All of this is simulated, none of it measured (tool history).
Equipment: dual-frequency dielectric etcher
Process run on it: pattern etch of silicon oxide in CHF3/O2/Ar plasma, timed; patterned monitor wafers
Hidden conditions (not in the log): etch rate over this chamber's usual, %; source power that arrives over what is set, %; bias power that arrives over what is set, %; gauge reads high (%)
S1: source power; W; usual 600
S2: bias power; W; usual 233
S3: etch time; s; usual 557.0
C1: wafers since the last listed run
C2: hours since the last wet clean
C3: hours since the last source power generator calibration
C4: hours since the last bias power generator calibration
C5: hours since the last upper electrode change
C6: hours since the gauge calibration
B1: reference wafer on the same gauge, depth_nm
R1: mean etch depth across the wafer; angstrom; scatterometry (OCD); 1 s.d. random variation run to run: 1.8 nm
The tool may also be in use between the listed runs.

run 1 hour=0.0 | S1=600 S2=233 S3=557.0 | C1=0 C2=405.3 C3=2940.3 C4=4660.1 C5=4391.9 C6=252.8 | B1=1350.3 | R1=11715
run 2 hour=17.6 | S1=600 S2=233 S3=557.0 | C1=70 C2=422.9 C3=2957.9 C4=4677.7 C5=4409.5 C6=270.4 | B1=1349.7 | R1=11707
run 3 hour=26.5 | S1=600 S2=233 S3=557.0 | C1=35 C2=431.8 C3=2966.8 C4=4686.6 C5=4418.4 C6=279.3 | B1=1349.8 | R1=11707
run 4 hour=39.0 | S1=600 S2=233 S3=557.0 | C1=50 C2=444.3 C3=2979.3 C4=4699.1 C5=4430.9 C6=291.8 | B1=1350.2 | R1=11663
run 5 hour=83.0 | S1=600 S2=233 S3=557.0 | C1=176 C2=488.3 C3=3023.3 C4=4743.1 C5=4474.9 C6=335.8 | B1=1350.2 | R1=11662
run 6 hour=97.9 | S1=600 S2=233 S3=557.0 | C1=59 C2=503.2 C3=3038.2 C4=4758.0 C5=4489.8 C6=350.7 | B1=1349.4 | R1=11673
run 7 hour=106.7 | S1=600 S2=233 S3=557.0 | C1=35 C2=512.0 C3=3047.0 C4=4766.8 C5=4498.6 C6=359.5 | B1=1349.6 | R1=11664
run 8 hour=117.7 | S1=600 S2=233 S3=485.0 | C1=44 C2=523.0 C3=3058.0 C4=4777.8 C5=4509.6 C6=370.5 | B1=1349.7 | R1=10149
-- hour=119.6 gauge calibrated
run 9 hour=126.3 | S1=600 S2=233 S3=485.0 | C1=34 C2=531.6 C3=3066.6 C4=4786.4 C5=4518.2 C6=6.7 | B1=1349.4 | R1=10164
run 10 hour=138.0 | S1=710 S2=233 S3=557.0 | C1=46 C2=543.3 C3=3078.3 C4=4798.1 C5=4529.9 C6=18.4 | B1=1351.3 | R1=12441
run 11 hour=145.1 | S1=710 S2=233 S3=557.0 | C1=28 C2=550.4 C3=3085.4 C4=4805.2 C5=4537.0 C6=25.5 | B1=1350.6 | R1=12471
run 12 hour=156.4 | S1=600 S2=233 S3=557.0 | C1=45 C2=561.7 C3=3096.7 C4=4816.5 C5=4548.3 C6=36.8 | B1=1349.8 | R1=11656
-- hour=161.4 source power generator calibrated
run 13 hour=173.8 | S1=600 S2=184 S3=557.0 | C1=53 C2=579.1 C3=12.4 C4=4833.9 C5=4565.7 C6=54.2 | B1=1350.9 | R1=10941
-- hour=182.3 bias power generator calibrated
-- hour=206.7 wet clean of the chamber
-- hour=218.4 upper electrode replaced
run 14 hour=218.9 | S1=600 S2=200 S3=557.0 | C1=21 C2=12.2 C3=57.5 C4=36.6 C5=0.5 C6=99.3 | B1=1350.4 | R1=11310
run 15 hour=219.4 | S1=560 S2=211 S3=557.0 | C1=2 C2=12.7 C3=58.0 C4=37.1 C5=1.0 C6=99.8 | B1=1350.0 | R1=11163
run 16 hour=219.9 | S1=470 S2=291 S3=557.0 | C1=2 C2=13.2 C3=58.5 C4=37.6 C5=1.5 C6=100.3 | B1=1349.8 | R1=11403
run 17 hour=231.5 | S1=660 S2=277 S3=557.0 | C1=46 C2=24.8 C3=70.1 C4=49.2 C5=13.1 C6=111.9 | B1=1350.1 | R1=12929
run 18 hour=246.1 | S1=680 S2=233 S3=557.0 | C1=58 C2=39.4 C3=84.7 C4=63.8 C5=27.7 C6=126.5 | B1=1350.0 | R1=12417
run 19 hour=253.6 | S1=600 S2=233 S3=557.0 | C1=30 C2=46.9 C3=92.2 C4=71.3 C5=35.2 C6=134.0 | B1=1350.0 | R1=11815
run 20 hour=259.7 | S1=500 S2=284 S3=478.0 | C1=24 C2=53.0 C3=98.3 C4=77.4 C5=41.3 C6=140.1 | B1=1350.3 | R1=9999
run 21 hour=275.3 | S1=600 S2=233 S3=485.0 | C1=62 C2=68.6 C3=113.9 C4=93.0 C5=56.9 C6=155.7 | B1=1350.7 | R1=10275
run 22 hour=284.8 | S1=660 S2=233 S3=681.5 | C1=38 C2=78.1 C3=123.4 C4=102.5 C5=66.4 C6=165.2 | B1=1350.3 | R1=15074
run 23 hour=294.6 | S1=600 S2=233 S3=557.0 | C1=39 C2=87.9 C3=133.2 C4=112.3 C5=76.2 C6=175.0 | B1=1350.6 | R1=11824

List, for all runs, the conditions of the tool that the log does not record:
source power that arrives over what is set, %: 0 in every run
bias power that arrives over what is set, %: 0 in every run
gauge reads high (%): 0 in every run
H1: etch rate over this chamber's usual, %
run=1 H1=-1.02
run=2 H1=-1.06
run=3 H1=-1.09
run=4 H1=-1.12
run=5 H1=-1.22
run=6 H1=-1.25
run=7 H1=-1.28
run=8 H1=-1.3
run=9 H1=-1.32
run=10 H1=-1.35
run=11 H1=-1.37
run=12 H1=-1.39
run=13 H1=-1.43
run=14 H1=0.0289
run=15 H1=0.0277
run=16 H1=0.0265
run=17 H1=-0.000954
run=18 H1=-0.0356
run=19 H1=-0.0533
run=20 H1=-0.0678
run=21 H1=-0.105
run=22 H1=-0.127
run=23 H1=-0.15
